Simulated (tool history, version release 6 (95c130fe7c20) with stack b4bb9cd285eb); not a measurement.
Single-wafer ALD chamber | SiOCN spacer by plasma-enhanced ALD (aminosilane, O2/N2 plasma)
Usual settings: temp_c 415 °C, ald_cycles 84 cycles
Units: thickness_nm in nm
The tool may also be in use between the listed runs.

run	hour	temp_c	ald_cycles	read-back reference wafer on the same gauge, thickness_nm	thickness_nm
1	0	415	84	5.494	4.783
2	35	415	84	5.488	4.792
3	89.3	415	84	5.491	4.803
4	137.1	415	84	5.488	4.813
5	189.7	415	84	5.496	4.806
6	367.2	415	84	5.492	4.826
7	399.6	415	84	5.491	4.808
8	461.4	415	84	5.493	4.832
9	521.6	415	94	5.491	5.404
10	591.8	415	94	5.49	5.418
11	649.3	415	94	5.483	5.423
12	673.7	425	84	5.489	4.708
13	707.5	427	91	5.488	5.064
14	761.4	424	90	5.489	5.077
15	813.3	415	84	5.489	4.871
16	842	410	89	5.486	5.243
# hour 860.2: thermocouple changed; heater temperature recalibrated
17	900.7	415	94	5.485	5.367
18	938.1	415	69	5.489	3.943
# hour 951.7: gauge calibrated
19	969.4	408	73	5.488	4.272
20	1024.2	415	84	5.496	4.812
21	1053.5	402	99	5.49	5.922
22	1095.6	407	69	5.482	4.034
23	1159.2	406	96	5.491	5.646
24	1189.8	422	75	5.494	4.168
25	1233.5	422	72	5.489	4.001

What the log doesn't show, run by run:
gauge reads high (%): 0 in every run
H1: wafer temperature above the value expected at the setpoint (K)
run	H1
1	-0.961
2	-1.07
3	-1.26
4	-1.44
5	-1.64
6	-2.42
7	-2.57
8	-2.89
9	-3.2
10	-3.6
11	-3.93
12	-4.08
13	-4.29
14	-4.63
15	-4.97
16	-5.16
17	-0.309
18	-0.318
19	-0.331
20	-0.363
21	-0.386
22	-0.425
23	-0.498
24	-0.539
25	-0.605
